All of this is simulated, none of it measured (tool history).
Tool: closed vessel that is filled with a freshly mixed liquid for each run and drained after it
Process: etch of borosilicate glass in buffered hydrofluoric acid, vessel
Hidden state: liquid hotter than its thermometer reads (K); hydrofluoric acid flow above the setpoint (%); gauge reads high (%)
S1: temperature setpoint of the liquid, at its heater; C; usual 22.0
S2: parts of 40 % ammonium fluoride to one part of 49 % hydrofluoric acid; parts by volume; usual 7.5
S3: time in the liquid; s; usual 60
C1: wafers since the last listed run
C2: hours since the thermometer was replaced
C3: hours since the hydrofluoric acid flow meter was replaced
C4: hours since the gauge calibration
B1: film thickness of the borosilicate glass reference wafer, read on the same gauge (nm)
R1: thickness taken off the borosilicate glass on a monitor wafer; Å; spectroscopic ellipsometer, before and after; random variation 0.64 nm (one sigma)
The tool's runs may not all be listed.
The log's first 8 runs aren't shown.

run,hour,S1,S2,S3,C1,C2,C3,C4,B1,R1
9,372.4,22.0,7.5,60,8662,325.3,965.1,243.2,59.99,945.2
10,440.6,24.0,7.5,60,10081,393.5,1033.3,311.4,59.99,1050.4
11,480.8,26.0,7.5,60,5942,433.7,1073.5,351.6,59.99,1191.3
12,583.1,25.5,9.0,60,15121,536.0,1175.8,453.9,60.01,930.4
13,618.4,22.0,7.5,60,5218,571.3,1211.1,489.2,59.97,969.7
# hour 629.1: hydrofluoric acid flow meter replaced
14,681.7,22.0,7.5,30,9209,634.6,52.6,552.5,60.00,460.4
15,810.2,26.0,10.0,70,18994,763.1,181.1,681.0,59.98,1015.0
16,868.4,19.5,7.5,60,8603,821.3,239.3,739.2,60.03,812.7
17,914.3,24.0,6.0,95,6784,867.2,285.2,785.1,59.96,2063.1
18,952.6,23.5,9.0,60,5661,905.5,323.5,823.4,59.99,834.2
19,1021.4,24.5,7.5,60,10169,974.3,392.3,892.2,59.97,1079.1
20,1091.9,22.0,6.0,70,10421,1044.8,462.8,962.7,60.03,1386.1
21,1133.3,22.0,7.5,30,6119,1086.2,504.2,1004.1,60.02,476.7
22,1171.3,22.0,5.0,60,5617,1124.2,542.2,1042.1,60.00,1366.7
23,1223.7,18.5,9.0,50,7745,1176.6,594.6,1094.5,60.04,538.4
24,1249.1,20.5,6.0,60,3754,1202.0,620.0,1119.9,59.98,1090.3
# hour 1249.4: gauge calibrated
25,1287.6,22.0,7.5,60,5691,1240.5,658.5,38.2,60.01,974.2
26,1321.8,22.0,9.0,85,5055,1274.7,692.7,72.4,60.00,1110.2
27,1377.5,17.5,9.5,35,8233,1330.4,748.4,128.1,60.04,346.7
28,1420.4,22.0,7.5,60,6341,1373.3,791.3,171.0,60.04,978.6
29,1469.7,22.0,7.5,60,7287,1422.6,840.6,220.3,59.99,971.2
30,1512.6,20.0,6.0,35,6341,1465.5,883.5,263.2,59.97,638.5
31,1543.7,19.5,5.0,70,4597,1496.6,914.6,294.3,60.00,1463.2
32,1600.2,22.0,9.5,60,8351,1553.1,971.1,350.8,60.00,757.4

4 ways to go on from here, each from the tool as it stands after run 32. What would each give?
A,1600.9,22.0,7.5,45,103,1553.8,971.8,351.5,?,?
B,1600.9,20.5,6.0,40,103,1553.8,971.8,351.5,?,?
C,1600.9,24.5,9.0,75,103,1553.8,971.8,351.5,?,?
D,1600.9,19.0,10.5,80,103,1553.8,971.8,351.5,?,?

run,B1,R1
A,60.01,741.3
B,60.01,748.6
C,60.01,1154.0
D,60.01,812.6
Without the tool's hidden state the same runs would have given:
run,R1
A,671.2
B,682.2
C,1045.9
D,737.4
